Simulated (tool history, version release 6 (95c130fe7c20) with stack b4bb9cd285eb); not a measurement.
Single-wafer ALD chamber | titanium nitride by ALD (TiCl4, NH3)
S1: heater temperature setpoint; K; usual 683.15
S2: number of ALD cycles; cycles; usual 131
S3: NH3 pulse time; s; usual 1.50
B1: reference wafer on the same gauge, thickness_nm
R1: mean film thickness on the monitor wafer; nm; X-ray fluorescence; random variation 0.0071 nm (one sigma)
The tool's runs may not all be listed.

Run 1, hour 0.0: usual settings but S3 1.03 s; B1 3.060. Result: R1 2.814 nm.
Run 2, hour 15.2: usual settings but S3 1.03 s; B1 3.061. Result: R1 2.803 nm.
Run 3, hour 31.3: usual settings but S3 1.03 s; B1 3.060. Result: R1 2.802 nm.
Run 4, hour 56.9: usual settings but S2 116 cycles; B1 3.059. Result: R1 2.532 nm.
Run 5, hour 63.1: usual settings; B1 3.057. Result: R1 2.854 nm.
Run 6, hour 72.7: usual settings but S1 689.15 K; B1 3.061. Result: R1 2.873 nm.
Run 7, hour 82.1: usual settings but S1 673.15 K, S2 110 cycles; B1 3.060. Result: R1 2.379 nm.
Run 8, hour 93.3: usual settings; B1 3.060. Result: R1 2.853 nm.
Run 9, hour 108.0: usual settings; B1 3.057. Result: R1 2.854 nm.
At hour 118.8: thermocouple changed; heater temperature recalibrated.
Run 10, hour 158.0: usual settings; B1 3.062. Result: R1 2.856 nm.
Run 11, hour 172.0: usual settings; B1 3.060. Result: R1 2.864 nm.
Run 12, hour 187.3: usual settings; B1 3.059. Result: R1 2.857 nm.
Run 13, hour 193.6: usual settings; B1 3.063. Result: R1 2.849 nm.
Run 14, hour 199.7: usual settings but S1 693.15 K, S2 153 cycles, S3 1.19 s; B1 3.063. Result: R1 3.335 nm.
Run 15, hour 208.3: usual settings but S1 670.15 K, S2 123 cycles, S3 1.18 s; B1 3.060. Result: R1 2.615 nm.
Run 16, hour 251.1: usual settings but S1 690.15 K, S2 139 cycles; B1 3.059. Result: R1 3.058 nm.
Run 17, hour 259.6: usual settings but S1 692.15 K, S3 1.67 s; B1 3.060. Result: R1 2.885 nm.
At hour 264.9: gauge calibrated.
Run 18, hour 268.3: usual settings but S1 691.15 K, S3 1.86 s; B1 3.059. Result: R1 2.889 nm.
Run 19, hour 276.5: usual settings but S3 1.09 s; B1 3.061. Result: R1 2.808 nm.
Run 20, hour 291.8: usual settings but S3 1.19 s; B1 3.059. Result: R1 2.828 nm.
At hour 306.7: showerhead replaced.
Run 21, hour 309.2: usual settings; B1 3.060. Result: R1 2.862 nm.
Run 22, hour 317.2: usual settings but S3 0.90 s; B1 3.063. Result: R1 2.777 nm.
Run 23, hour 328.2: usual settings but S1 690.15 K, S2 143 cycles, S3 1.88 s; B1 3.062. Result: R1 3.165 nm.
Run 24, hour 343.7: usual settings but S2 138 cycles, S3 1.15 s; B1 3.061. Result: R1 2.962 nm.
Run 25, hour 357.5: usual settings but S1 692.15 K, S3 1.67 s; B1 3.061. Result: R1 2.895 nm.
Run 26, hour 367.6: usual settings but S2 155 cycles; B1 3.063. Result: R1 3.390 nm.
Run 27, hour 384.1: usual settings but S2 106 cycles; B1 3.060. Result: R1 2.315 nm.

Forecast each of these 4 alternatives for the next run:
Run A, hour 384.8: usual settings; B1 ?. Result: R1 ?.
Run B, hour 384.8: usual settings but S1 695.15 K, S2 108 cycles; B1 ?. Result: R1 ?.
Run C, hour 384.8: usual settings but S2 151 cycles; B1 ?. Result: R1 ?.
Run D, hour 384.8: usual settings but S2 145 cycles, S3 1.90 s; B1 ?. Result: R1 ?.

run     B1     R1
  A  3.057  2.877
  B  3.057  2.389
  C  3.057  3.316
  D  3.057  3.217
Without the tool's hidden state the same runs would have given:
run     R1
  A  2.877
  B  2.389
  C  3.316
  D  3.217
